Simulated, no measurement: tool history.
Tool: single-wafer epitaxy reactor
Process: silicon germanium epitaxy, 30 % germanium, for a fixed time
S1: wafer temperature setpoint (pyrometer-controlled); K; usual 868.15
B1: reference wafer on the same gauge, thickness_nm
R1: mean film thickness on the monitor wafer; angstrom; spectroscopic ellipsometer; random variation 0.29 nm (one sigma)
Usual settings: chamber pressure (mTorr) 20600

run 1 hour=0.0 | S1=872.15 chamber_pressure_(mTorr)=20600 | B1=58.514 | R1=577.21
run 2 hour=79.6 | S1=868.15 chamber_pressure_(mTorr)=20600 | B1=58.424 | R1=535.22
run 3 hour=124.1 | S1=868.15 chamber_pressure_(mTorr)=20600 | B1=58.450 | R1=536.09
run 4 hour=180.6 | S1=868.15 chamber_pressure_(mTorr)=20600 | B1=58.365 | R1=536.30
run 5 hour=272.7 | S1=868.15 chamber_pressure_(mTorr)=17400 | B1=58.485 | R1=507.22
run 6 hour=335.8 | S1=868.15 chamber_pressure_(mTorr)=17400 | B1=58.404 | R1=507.80
run 7 hour=440.6 | S1=868.15 chamber_pressure_(mTorr)=20600 | B1=58.527 | R1=536.41
run 8 hour=493.3 | S1=874.15 chamber_pressure_(mTorr)=20600 | B1=58.422 | R1=591.30
run 9 hour=541.8 | S1=875.15 chamber_pressure_(mTorr)=22300 | B1=58.349 | R1=623.04
-- hour=562.3 gauge calibrated
run 10 hour=579.1 | S1=875.15 chamber_pressure_(mTorr)=22300 | B1=58.403 | R1=617.42

Forecast run 11:
-- hour=591.3 showerhead replaced
run 11 hour=640.6 | S1=875.15 chamber_pressure_(mTorr)=15800 | B1=? | R1=?

{"run 11": {"B1": 58.395, "R1": 557.09}}
Without the tool's hidden state the same run would have given R1 557.09 angstrom.

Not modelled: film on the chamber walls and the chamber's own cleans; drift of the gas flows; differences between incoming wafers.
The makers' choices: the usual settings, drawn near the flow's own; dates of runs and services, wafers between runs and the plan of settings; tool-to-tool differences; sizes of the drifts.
